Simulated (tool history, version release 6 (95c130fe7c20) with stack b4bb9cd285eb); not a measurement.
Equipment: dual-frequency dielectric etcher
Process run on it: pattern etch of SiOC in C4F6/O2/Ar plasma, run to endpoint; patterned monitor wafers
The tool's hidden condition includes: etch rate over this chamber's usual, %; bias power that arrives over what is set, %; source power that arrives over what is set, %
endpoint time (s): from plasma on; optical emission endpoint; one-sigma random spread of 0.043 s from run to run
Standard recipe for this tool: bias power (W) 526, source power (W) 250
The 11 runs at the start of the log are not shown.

| run | hour | bias power (W) | source power (W) | wafers since the last listed run | hours since the last wet clean | hours since the last bias power generator calibration | hours since the last source power generator calibration | hours since the last upper electrode change | incoming incoming film thickness, nm | endpoint time (s) |
|---|---|---|---|---|---|---|---|---|---|---|
| 12 | 351.1 | 526 | 280 | 295 | 306.0 | 1460.7 | 2719.3 | 3765.0 | 29.81 | 10.4 |
| 13 | 402.3 | 526 | 280 | 554 | 357.2 | 1511.9 | 2770.5 | 3816.2 | 29.94 | 10.5 |
|  | 436.8 | wet clean of the chamber |
| 14 | 437.3 | 526 | 280 | 119 | 0.5 | 1546.9 | 2805.5 | 3851.2 | 30.12 | 10.9 |
| 15 | 453.3 | 526 | 250 | 173 | 16.5 | 1562.9 | 2821.5 | 3867.2 | 30.15 | 11.3 |
| 16 | 480.1 | 629 | 290 | 290 | 43.3 | 1589.7 | 2848.3 | 3894.0 | 29.76 | 10.1 |
| 17 | 539.9 | 577 | 230 | 647 | 103.1 | 1649.5 | 2908.1 | 3953.8 | 30.16 | 11.3 |
| 18 | 573.3 | 421 | 190 | 361 | 136.5 | 1682.9 | 2941.5 | 3987.2 | 30.15 | 12.7 |
| 19 | 598.4 | 616 | 230 | 271 | 161.6 | 1708.0 | 2966.6 | 4012.3 | 29.96 | 10.9 |
|  | 603.9 | source power generator calibrated |
| 20 | 628.3 | 634 | 230 | 280 | 191.5 | 1737.9 | 24.4 | 4042.2 | 30.07 | 10.8 |
| 21 | 670.6 | 412 | 250 | 458 | 233.8 | 1780.2 | 66.7 | 4084.5 | 30.10 | 11.7 |
| 22 | 695.4 | 577 | 250 | 268 | 258.6 | 1805.0 | 91.5 | 4109.3 | 30.18 | 10.8 |
| 23 | 727.6 | 526 | 250 | 348 | 290.8 | 1837.2 | 123.7 | 4141.5 | 30.06 | 10.9 |
| 24 | 745.6 | 564 | 280 | 194 | 308.8 | 1855.2 | 141.7 | 4159.5 | 30.08 | 10.4 |
| 25 | 779.3 | 526 | 250 | 364 | 342.5 | 1888.9 | 175.4 | 4193.2 | 30.06 | 11.0 |
| 26 | 806.5 | 595 | 250 | 294 | 369.7 | 1916.1 | 202.6 | 4220.4 | 30.04 | 10.5 |
|  | 839.5 | wet clean of the chamber |
| 27 | 840.0 | 526 | 250 | 102 | 0.5 | 1949.6 | 236.1 | 4253.9 | 30.19 | 11.2 |
| 28 | 867.1 | 526 | 200 | 293 | 27.6 | 1976.7 | 263.2 | 4281.0 | 30.32 | 12.1 |
|  | 885.0 | bias power generator calibrated |
|  | 903.3 | upper electrode replaced |
| 29 | 903.8 | 526 | 250 | 156 | 64.3 | 18.8 | 299.9 | 0.5 | 30.09 | 11.1 |
| 30 | 958.9 | 526 | 250 | 596 | 119.4 | 73.9 | 355.0 | 55.6 | 30.05 | 11.0 |
| 31 | 982.6 | 526 | 280 | 256 | 143.1 | 97.6 | 378.7 | 79.3 | 30.14 | 10.7 |
| 32 | 1066.8 | 526 | 250 | 911 | 227.3 | 181.8 | 462.9 | 163.5 | 29.71 | 10.9 |
| 33 | 1102.9 | 526 | 290 | 390 | 263.4 | 217.9 | 499.0 | 199.6 | 30.13 | 10.5 |
| 34 | 1120.2 | 493 | 250 | 187 | 280.7 | 235.2 | 516.3 | 216.9 | 29.78 | 11.1 |
| 35 | 1139.5 | 650 | 220 | 209 | 300.0 | 254.5 | 535.6 | 236.2 | 30.28 | 10.9 |
| 36 | 1161.0 | 612 | 280 | 232 | 321.5 | 276.0 | 557.1 | 257.7 | 29.87 | 10.1 |

Below are 3 alternative next runs, each starting from the tool's condition after run 36. Predict each:
| A | 1161.4 | 526 | 250 | 4 | 321.9 | 276.4 | 557.5 | 258.1 | 30.17 | ? |
| B | 1161.4 | 454 | 280 | 4 | 321.9 | 276.4 | 557.5 | 258.1 | 30.17 | ? |
| C | 1161.4 | 578 | 310 | 4 | 321.9 | 276.4 | 557.5 | 258.1 | 30.17 | ? |

| run | endpoint time (s) |
|---|---|
| A | 11.0 |
| B | 11.0 |
| C | 10.0 |
Without the tool's unlogged condition, the same runs would have read:
| run | endpoint time (s) |
|---|---|
| A | 11.2 |
| B | 11.3 |
| C | 10.3 |
